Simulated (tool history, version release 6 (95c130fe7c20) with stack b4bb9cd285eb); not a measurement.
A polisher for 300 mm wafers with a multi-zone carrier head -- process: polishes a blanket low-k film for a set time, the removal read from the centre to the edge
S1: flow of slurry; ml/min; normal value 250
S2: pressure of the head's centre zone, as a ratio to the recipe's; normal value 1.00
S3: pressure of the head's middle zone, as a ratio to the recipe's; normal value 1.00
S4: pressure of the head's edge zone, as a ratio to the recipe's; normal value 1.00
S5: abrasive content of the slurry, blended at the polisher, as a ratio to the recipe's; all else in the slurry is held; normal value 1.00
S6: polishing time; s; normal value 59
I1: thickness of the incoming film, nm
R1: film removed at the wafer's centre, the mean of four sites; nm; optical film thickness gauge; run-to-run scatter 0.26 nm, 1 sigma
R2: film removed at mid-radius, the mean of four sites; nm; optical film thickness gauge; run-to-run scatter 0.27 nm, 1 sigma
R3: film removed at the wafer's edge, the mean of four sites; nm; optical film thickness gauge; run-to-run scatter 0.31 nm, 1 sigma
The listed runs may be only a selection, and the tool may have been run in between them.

run,hour,S1,S2,S3,S4,S5,S6,I1,R1,R2,R3
1,0.0,250,1.00,1.00,1.00,1.00,59,466.5,18.9,18.9,18.4
# hour 6.1: worn pad replaced by a new one, repeated, since the last time left the tool worse
2,8.4,250,1.00,1.00,1.00,1.00,59,473.1,22.7,23.1,22.1
# hour 11.1: centre zone pressure recalibrated
3,21.0,250,1.00,1.00,0.93,1.00,59,469.5,22.3,23.0,21.2
# hour 36.1: edge zone pressure recalibrated
4,36.6,250,1.00,1.00,0.93,1.00,59,464.5,21.8,22.3,20.6
5,45.4,250,1.00,1.00,0.93,1.00,59,464.7,21.8,21.5,20.5
6,64.2,250,1.10,1.00,1.00,1.00,59,471.4,23.9,22.0,20.7
7,77.6,250,1.00,0.89,1.00,1.00,59,465.6,21.2,19.6,20.7
# hour 83.7: worn pad replaced by a new one
8,93.5,250,1.00,1.00,1.00,1.00,59,472.9,22.8,22.8,21.8
9,101.5,250,1.00,1.00,1.00,1.00,59,470.6,22.7,22.5,21.7
# hour 107.9: carrier head's membrane replaced by a new one
10,116.5,250,1.00,1.00,1.00,1.00,59,471.3,22.0,22.2,21.5
# hour 125.9: slurry nozzle cleaned
11,126.4,250,1.00,1.00,1.00,1.00,47,475.4,17.3,17.6,16.8
12,133.0,250,1.00,1.08,1.00,1.00,64,465.3,23.8,25.1,23.4
13,147.7,250,1.00,1.00,1.00,1.00,59,469.0,21.3,21.7,21.4
14,158.8,250,1.00,1.09,1.09,1.00,59,467.1,21.1,23.5,21.3
# hour 173.2: worn pad replaced by a new one
15,173.7,250,0.91,0.93,1.00,0.75,71,473.5,20.7,22.0,22.7
16,187.6,250,1.00,1.05,1.09,1.00,59,473.0,22.2,23.6,22.6
17,203.3,250,1.11,1.00,1.00,1.00,59,475.5,24.5,22.7,21.6
18,218.0,250,1.12,1.08,0.95,1.00,59,473.8,24.7,23.3,20.6
19,224.5,250,1.00,1.00,1.00,1.00,59,476.2,22.1,21.8,20.8
20,241.6,170,1.00,1.03,0.93,1.00,53,460.2,17.8,18.5,17.8
21,252.2,335,0.88,1.00,1.00,1.00,59,461.6,19.1,22.0,21.8

Forecast each of these 5 alternatives for the next run:
A,252.6,250,1.00,1.00,1.00,1.00,79,472.2,?,?,?
B,252.6,250,1.10,0.90,1.00,1.25,59,472.2,?,?,?
C,252.6,250,0.89,1.00,1.07,1.00,59,472.2,?,?,?
D,252.6,250,1.07,0.91,1.00,1.00,78,472.2,?,?,?
E,252.6,215,1.00,1.00,0.89,1.00,59,472.2,?,?,?

run,R1,R2,R3
A,28.5,28.0,28.0
B,26.0,21.3,23.3
C,18.9,20.9,21.6
D,30.1,25.6,27.6
E,20.8,20.5,19.5
The same runs, with their run-to-run variation unchanged, on a tool lacking any hidden condition would have given:
run,R1,R2,R3
A,30.7,30.2,30.1
B,28.1,23.0,25.1
C,20.4,22.5,23.3
D,32.4,27.6,29.8
E,22.4,22.1,21.0

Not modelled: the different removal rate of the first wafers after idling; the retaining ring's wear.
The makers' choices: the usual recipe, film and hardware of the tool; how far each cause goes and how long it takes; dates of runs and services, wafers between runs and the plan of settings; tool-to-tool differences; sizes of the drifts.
